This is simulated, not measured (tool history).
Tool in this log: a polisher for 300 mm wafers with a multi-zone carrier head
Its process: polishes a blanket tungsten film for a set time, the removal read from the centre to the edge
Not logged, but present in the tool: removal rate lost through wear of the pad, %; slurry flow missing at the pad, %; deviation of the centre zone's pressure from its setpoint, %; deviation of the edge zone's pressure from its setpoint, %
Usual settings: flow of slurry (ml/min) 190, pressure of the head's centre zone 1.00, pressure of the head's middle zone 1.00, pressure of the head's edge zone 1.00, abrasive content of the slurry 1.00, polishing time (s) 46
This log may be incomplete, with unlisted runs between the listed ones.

run	hour	flow of slurry (ml/min)	pressure of the head's centre zone	pressure of the head's middle zone	pressure of the head's edge zone	abrasive content of the slurry	polishing time (s)	wafers since the last listed run	wafers polished on this pad	hours since the slurry nozzle was cleaned	hours since the centre zone pressure was calibrated	hours since the edge zone pressure was calibrated	hours since the carrier head's membrane was replaced	incoming thickness of the incoming film, nm	film removed at the wafer's centre (angstrom)	film removed at mid-radius (angstrom)	film removed at the wafer's edge (angstrom)
1	0.0	190	1.00	1.00	1.00	1.00	46	0	6083	261.8	101.2	787.8	536.8	848.9	1902	1846	1932
# hour 2.0: edge zone pressure recalibrated
# hour 71.7: worn pad replaced by a new one
2	87.8	140	1.00	1.00	0.93	1.25	58	736	144	349.6	189.0	85.8	624.6	856.6	2408	2454	2454
3	135.2	190	1.00	1.00	1.00	0.90	46	427	571	397.0	236.4	133.2	672.0	859.8	1938	1888	1935
4	223.3	190	1.00	1.00	1.00	1.00	46	793	1365	485.1	324.5	221.3	760.1	867.4	1982	1936	2003
5	264.7	240	1.00	1.00	1.00	1.00	46	372	1738	526.5	365.9	262.7	801.5	869.2	2049	2001	2024
6	323.4	190	1.00	1.10	1.06	0.70	46	528	2267	585.2	424.6	321.4	860.2	854.7	1724	1841	1810
7	425.8	140	0.96	1.00	1.00	1.00	46	922	3189	687.6	527.0	423.8	962.6	856.5	1657	1685	1792
# hour 463.0: carrier head's membrane replaced by a new one
8	477.8	190	1.00	1.11	1.00	1.00	39	423	3613	739.6	579.0	475.8	14.8	859.5	1614	1733	1637
# hour 517.2: slurry nozzle cleaned
9	580.4	190	1.00	0.94	1.00	1.00	58	915	4528	63.2	681.6	578.4	117.4	870.6	2555	2414	2585
10	665.9	190	1.00	1.00	1.00	1.00	46	770	5298	148.7	767.1	663.9	202.9	858.3	2006	1943	1971
11	703.0	190	1.00	1.00	1.00	1.00	46	334	5632	185.8	804.2	701.0	240.0	859.9	1984	1903	1974
12	777.5	165	0.93	1.06	0.94	1.00	46	671	6304	260.3	878.7	775.5	314.5	865.5	1722	1874	1796
# hour 812.3: edge zone pressure recalibrated
13	854.5	190	1.00	1.03	1.00	1.00	46	675	6979	337.3	955.7	42.2	391.5	871.6	1863	1887	1878
# hour 889.4: centre zone pressure recalibrated
14	897.4	190	1.00	1.00	1.00	1.00	46	368	7348	380.2	8.0	85.1	434.4	853.3	1821	1777	1840
# hour 907.3: worn pad replaced by a new one
15	996.9	190	1.00	1.07	1.09	1.00	36	860	807	479.7	107.5	184.6	533.9	856.4	1525	1583	1614
16	1073.4	190	0.93	1.07	0.92	1.00	36	689	1496	556.2	184.0	261.1	610.4	863.0	1395	1589	1461
17	1132.7	190	1.00	1.00	1.00	1.00	46	534	2030	615.5	243.3	320.4	669.7	864.3	1915	1910	1965
# hour 1194.1: slurry nozzle cleaned
18	1223.8	190	1.00	1.00	1.00	1.00	36	811	2842	29.7	334.4	411.5	760.8	858.7	1637	1591	1636
19	1312.4	245	0.90	1.00	1.00	0.90	39	798	3640	118.3	423.0	500.1	849.4	862.8	1591	1707	1716
20	1388.8	190	1.06	1.00	1.00	1.10	46	688	4329	194.7	499.4	576.5	925.8	866.4	2129	1981	2030
21	1492.2	245	0.97	1.00	1.00	1.00	46	931	5260	298.1	602.8	679.9	1029.2	864.3	2019	2022	2018
# hour 1542.2: carrier head's membrane replaced by a new one
22	1560.8	190	1.00	0.90	0.91	0.70	46	572	5833	366.7	671.4	748.5	18.6	862.6	1709	1524	1647

Here are 3 independent what-if runs from the current tool condition. What would each one return?
A	1561.2	190	1.00	1.00	1.00	0.85	46	3	5837	367.1	671.8	748.9	19.0	847.9	?	?	?
B	1561.2	190	1.04	1.00	1.00	1.00	50	3	5837	367.1	671.8	748.9	19.0	847.9	?	?	?
C	1561.2	170	1.10	1.00	1.00	1.00	46	3	5837	367.1	671.8	748.9	19.0	847.9	?	?	?

run	film removed at the wafer's centre (angstrom)	film removed at mid-radius (angstrom)	film removed at the wafer's edge (angstrom)
A	1823	1793	1831
B	2159	2045	2088
C	2030	1828	1883
With the hidden condition removed and each run's random variation left untouched, the same runs would have given:
run	film removed at the wafer's centre (angstrom)	film removed at mid-radius (angstrom)	film removed at the wafer's edge (angstrom)
A	2070	2019	2024
B	2452	2303	2308
C	2328	2076	2093
